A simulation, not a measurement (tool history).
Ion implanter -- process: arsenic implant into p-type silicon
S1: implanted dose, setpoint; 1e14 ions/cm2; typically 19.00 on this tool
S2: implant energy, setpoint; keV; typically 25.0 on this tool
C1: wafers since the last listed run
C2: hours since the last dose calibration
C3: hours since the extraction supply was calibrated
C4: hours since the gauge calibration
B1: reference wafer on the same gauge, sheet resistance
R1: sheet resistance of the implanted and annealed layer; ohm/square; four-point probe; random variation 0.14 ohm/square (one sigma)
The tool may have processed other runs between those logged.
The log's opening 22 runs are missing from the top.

run	hour	S1	S2	C1	C2	C3	C4	B1	R1
23	305.0	13.68	25.0	116	1616.0	54.1	443.9	111.08	111.18
24	315.1	15.25	17.5	181	1626.1	64.2	454.0	111.05	113.83
25	323.1	23.50	20.5	143	1634.1	72.2	462.0	111.02	95.97
26	331.9	19.00	22.5	158	1642.9	81.0	470.8	111.00	99.45
27	344.5	22.97	27.5	226	1655.5	93.6	483.4	111.05	88.78
28	360.1	13.68	25.0	280	1671.1	109.2	499.0	110.95	111.47
29	372.3	19.00	25.0	219	1683.3	121.4	511.2	111.03	97.02
# hour 374.0: gauge calibrated
# hour 380.6: Faraday cup replaced and dose calibrated
30	381.3	13.83	17.5	17	0.7	130.4	7.3	111.02	116.66
31	396.3	19.00	25.0	269	15.7	145.4	22.3	111.04	95.75
32	407.4	14.08	19.0	199	26.8	156.5	33.4	111.00	114.35
33	451.3	17.49	19.5	789	70.7	200.4	77.3	111.02	104.78
34	491.5	19.00	25.0	723	110.9	240.6	117.5	111.06	95.53
35	506.5	23.75	18.0	269	125.9	255.6	132.5	111.00	98.14
36	524.5	17.45	16.5	323	143.9	273.6	150.5	110.95	108.66
37	539.7	23.41	25.0	273	159.1	288.8	165.7	110.97	90.24

3 ways to go on from here, each from the tool as it stands after run 37. What would each give?
A	540.1	19.00	25.0	7	159.5	289.2	166.1	?	?
B	540.1	13.61	25.0	7	159.5	289.2	166.1	?	?
C	540.1	20.78	20.5	7	159.5	289.2	166.1	?	?

run	B1	R1
A	110.99	95.77
B	110.99	109.58
C	110.99	98.24
The same runs, with their run-to-run variation unchanged, on a tool lacking any hidden condition would have given:
run	R1
A	95.97
B	109.90
C	98.40
